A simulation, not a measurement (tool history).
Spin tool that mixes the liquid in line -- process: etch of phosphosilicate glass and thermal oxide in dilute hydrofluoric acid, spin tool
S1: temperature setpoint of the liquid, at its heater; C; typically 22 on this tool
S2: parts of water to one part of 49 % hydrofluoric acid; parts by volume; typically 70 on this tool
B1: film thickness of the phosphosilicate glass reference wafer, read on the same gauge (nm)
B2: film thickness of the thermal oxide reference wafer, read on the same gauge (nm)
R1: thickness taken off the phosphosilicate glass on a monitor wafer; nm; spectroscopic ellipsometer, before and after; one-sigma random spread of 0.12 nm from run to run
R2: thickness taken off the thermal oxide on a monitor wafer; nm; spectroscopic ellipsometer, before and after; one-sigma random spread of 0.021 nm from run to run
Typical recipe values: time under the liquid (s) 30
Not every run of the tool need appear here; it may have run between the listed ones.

run 1 hour=0.0 | S1=22 S2=70 time_under_the_liquid_(s)=30 | B1=30.84 B2=71.885 | R1=26.93 R2=1.868
run 2 hour=92.6 | S1=22 S2=70 time_under_the_liquid_(s)=30 | B1=30.84 B2=71.979 | R1=26.93 R2=1.906
run 3 hour=193.3 | S1=24 S2=70 time_under_the_liquid_(s)=20 | B1=30.87 B2=72.042 | R1=19.55 R2=1.381
run 4 hour=231.0 | S1=22 S2=70 time_under_the_liquid_(s)=30 | B1=30.89 B2=72.072 | R1=26.86 R2=1.919
run 5 hour=281.8 | S1=22 S2=70 time_under_the_liquid_(s)=30 | B1=30.91 B2=72.138 | R1=27.03 R2=1.917
run 6 hour=379.6 | S1=22 S2=70 time_under_the_liquid_(s)=30 | B1=30.95 B2=72.163 | R1=26.96 R2=1.934
run 7 hour=481.7 | S1=22 S2=70 time_under_the_liquid_(s)=30 | B1=30.96 B2=72.184 | R1=27.08 R2=1.926
run 8 hour=537.1 | S1=22 S2=70 time_under_the_liquid_(s)=30 | B1=30.95 B2=72.242 | R1=26.91 R2=1.910
-- hour=545.8 hydrofluoric acid flow meter replaced
-- hour=559.2 gauge calibrated
run 9 hour=714.2 | S1=20 S2=70 time_under_the_liquid_(s)=30 | B1=30.39 B2=71.043 | R1=24.44 R2=1.746
run 10 hour=759.5 | S1=19 S2=60 time_under_the_liquid_(s)=30 | B1=30.54 B2=71.211 | R1=27.43 R2=1.989
run 11 hour=811.5 | S1=22 S2=70 time_under_the_liquid_(s)=30 | B1=30.59 B2=71.412 | R1=26.78 R2=1.924

Run 12 comes next. What will it give?
-- hour=854.6 thermometer replaced
run 12 hour=908.3 | S1=22 S2=70 time_under_the_liquid_(s)=30 | B1=? B2=? | R1=? R2=?

For run 12 the tool returned B1 30.72, B2 71.726, R1 26.68 nm, R2 1.897 nm.
Take away the tool's hidden state, keep the run-to-run variation as it was, and the same run would have given R1 26.05 nm, R2 1.853 nm.
